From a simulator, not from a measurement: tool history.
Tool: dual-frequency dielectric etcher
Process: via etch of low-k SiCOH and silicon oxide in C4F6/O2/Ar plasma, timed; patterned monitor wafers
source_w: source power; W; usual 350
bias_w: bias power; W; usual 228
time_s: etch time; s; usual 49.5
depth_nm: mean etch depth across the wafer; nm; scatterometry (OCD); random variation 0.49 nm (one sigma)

| run | hour | source_w | bias_w | time_s | wafers since the last listed run | hours since the last wet clean | hours since the last source power generator calibration | hours since the last bias power generator calibration | hours since the last upper electrode change | hours since the gauge calibration | read-back reference wafer on the same gauge, depth_nm | depth_nm |
|---|---|---|---|---|---|---|---|---|---|---|---|---|
| 1 | 0.0 | 350 | 262 | 49.5 | 0 | 378.4 | 1683.8 | 4525.3 | 5065.0 | 298.6 | 106.0 | 133.8 |
| 2 | 41.4 | 350 | 262 | 49.5 | 474 | 419.8 | 1725.2 | 4566.7 | 5106.4 | 340.0 | 106.1 | 134.6 |
| 3 | 66.4 | 350 | 228 | 49.5 | 286 | 444.8 | 1750.2 | 4591.7 | 5131.4 | 365.0 | 106.1 | 129.8 |
| 4 | 107.0 | 350 | 228 | 49.5 | 465 | 485.4 | 1790.8 | 4632.3 | 5172.0 | 405.6 | 105.9 | 129.7 |
|  | 133.0 | wet clean of the chamber |
| 5 | 133.5 | 350 | 228 | 49.5 | 28 | 0.5 | 1817.3 | 4658.8 | 5198.5 | 432.1 | 106.0 | 127.1 |
| 6 | 192.3 | 420 | 203 | 49.5 | 673 | 59.3 | 1876.1 | 4717.6 | 5257.3 | 490.9 | 105.8 | 128.9 |
| 7 | 237.5 | 420 | 203 | 49.5 | 517 | 104.5 | 1921.3 | 4762.8 | 5302.5 | 536.1 | 105.9 | 128.2 |
|  | 266.2 | source power generator calibrated |
| 8 | 285.4 | 350 | 228 | 49.5 | 502 | 152.4 | 19.2 | 4810.7 | 5350.4 | 584.0 | 106.0 | 127.7 |
| 9 | 338.8 | 300 | 266 | 59.5 | 611 | 205.8 | 72.6 | 4864.1 | 5403.8 | 637.4 | 106.1 | 156.3 |
| 10 | 396.2 | 350 | 228 | 49.5 | 657 | 263.2 | 130.0 | 4921.5 | 5461.2 | 694.8 | 105.9 | 129.1 |
|  | 401.8 | gauge calibrated |
|  | 485.9 | upper electrode replaced |
| 11 | 486.4 | 350 | 228 | 63.0 | 758 | 353.4 | 220.2 | 5011.7 | 0.5 | 84.6 | 106.0 | 164.0 |
|  | 515.2 | bias power generator calibrated |
|  | 527.9 | wet clean of the chamber |
| 12 | 528.4 | 290 | 228 | 63.5 | 289 | 0.5 | 262.2 | 13.2 | 42.5 | 126.6 | 106.0 | 156.9 |
| 13 | 540.6 | 350 | 228 | 49.5 | 139 | 12.7 | 274.4 | 25.4 | 54.7 | 138.8 | 105.9 | 127.8 |
| 14 | 598.0 | 350 | 186 | 59.0 | 657 | 70.1 | 331.8 | 82.8 | 112.1 | 196.2 | 106.0 | 145.0 |
| 15 | 654.7 | 430 | 186 | 49.5 | 649 | 126.8 | 388.5 | 139.5 | 168.8 | 252.9 | 106.0 | 127.1 |
| 16 | 692.9 | 430 | 174 | 61.0 | 437 | 165.0 | 426.7 | 177.7 | 207.0 | 291.1 | 105.9 | 153.2 |

Forecast each of these 4 alternatives for the next run:
| A | 693.3 | 350 | 228 | 58.5 | 4 | 165.4 | 427.1 | 178.1 | 207.4 | 291.5 | ? | ? |
| B | 693.3 | 400 | 228 | 40.0 | 4 | 165.4 | 427.1 | 178.1 | 207.4 | 291.5 | ? | ? |
| C | 693.3 | 350 | 213 | 49.5 | 4 | 165.4 | 427.1 | 178.1 | 207.4 | 291.5 | ? | ? |
| D | 693.3 | 350 | 228 | 35.5 | 4 | 165.4 | 427.1 | 178.1 | 207.4 | 291.5 | ? | ? |

| run | read-back reference wafer on the same gauge, depth_nm | depth_nm |
|---|---|---|
| A | 106.0 | 152.2 |
| B | 106.0 | 106.8 |
| C | 106.0 | 126.6 |
| D | 106.0 | 92.3 |
Without the tool's hidden state the same runs would have given:
| run | depth_nm |
|---|---|
| A | 150.4 |
| B | 105.6 |
| C | 125.1 |
| D | 91.3 |
